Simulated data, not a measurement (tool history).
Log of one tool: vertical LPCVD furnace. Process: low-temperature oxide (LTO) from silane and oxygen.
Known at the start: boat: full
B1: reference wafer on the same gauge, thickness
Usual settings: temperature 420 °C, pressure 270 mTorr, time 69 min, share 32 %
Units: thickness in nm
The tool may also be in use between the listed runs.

Run 1, hour 0: usual settings; B1 821.13. Result: thickness 791.26 nm.
Run 2, hour 51.9: usual settings; B1 820.53. Result: thickness 790.64 nm.
Run 3, hour 99.8: usual settings; B1 820.32. Result: thickness 794.46 nm.
Run 4, hour 171.6: usual settings; B1 819.41. Result: thickness 800.1 nm.
Run 5, hour 195.8: usual settings but temperature 429 °C; B1 820.04. Result: thickness 871.76 nm.
Run 6, hour 231.2: usual settings but temperature 429 °C; B1 820.16. Result: thickness 867.17 nm.
Run 7, hour 282.9: usual settings but temperature 429 °C; B1 820.27. Result: thickness 876.53 nm.
Run 8, hour 320.3: usual settings but temperature 428 °C; B1 819.79. Result: thickness 869.15 nm.
Run 9, hour 382: usual settings; B1 820.27. Result: thickness 792.56 nm.
Run 10, hour 432.4: usual settings; B1 818.45. Result: thickness 795.25 nm.
Run 11, hour 458.2: usual settings but temperature 429 °C, pressure 310 mTorr, time 81.5 min, share 29 %; B1 818.28. Result: thickness 1035 nm.
Run 12, hour 527.9: usual settings but temperature 412 °C, pressure 290 mTorr, time 88 min, share 36 %; B1 819.17. Result: thickness 1169.73 nm.
Run 13, hour 556: usual settings but temperature 427 °C; B1 820.72. Result: thickness 854.99 nm.
Run 14, hour 639.7: usual settings but temperature 417 °C, pressure 210 mTorr, time 84 min, share 30 %; B1 820.3. Result: thickness 682.88 nm.
Run 15, hour 676.9: usual settings but share 27 %; B1 820.01. Result: thickness 635.89 nm.
Run 16, hour 723.6: usual settings but temperature 411 °C, pressure 240 mTorr, time 85 min; B1 819.63. Result: thickness 810.63 nm.
Run 17, hour 753.8: usual settings but temperature 416 °C, pressure 310 mTorr, time 95 min, share 34 %; B1 820.17. Result: thickness 1337.1 nm.
Run 18, hour 795.8: usual settings; B1 819.9. Result: thickness 771.54 nm.
Run 19, hour 852.3: usual settings but temperature 415 °C, time 87 min, share 29 %; B1 818.67. Result: thickness 800.61 nm.
Run 20, hour 1009.4: usual settings but pressure 300 mTorr; B1 819.05. Result: thickness 871.07 nm.
Run 21, hour 1141.6: usual settings; B1 820.04. Result: thickness 772.88 nm.

Taken out of this log: 5 entries between the listed runs. Where each belongs, and how the hidden state differs across it:
Between runs 11 and 12: silane flow controller replaced (hour 493)
  true tube temperature minus thermocouple reading, K: 2.82 -> 2.83
  measured less the result without the state, thickness: +30.73 -> +35.19 nm
Between runs 13 and 14: thermocouples replaced and temperature profile calibrated (hour 623.5); pressure gauge zeroed (hour 639.2)
  true tube temperature minus thermocouple reading, K: 2.83 -> 4.63
  measured less the result without the state, thickness: +25.14 -> +34.1 nm
Between runs 17 and 18: thermocouples replaced and temperature profile calibrated, repeated, since the last time left the tool worse (hour 795.3)
  true tube temperature minus thermocouple reading, K: 5.06 -> 0.157
  measured less the result without the state, thickness: +70.87 -> +1.32 nm
Between runs 19 and 20: gauge calibrated (hour 888.4)
  true tube temperature minus thermocouple reading, K: 0.387 -> 0.926
  measured less the result without the state, thickness: +3.51 -> +8.71 nm
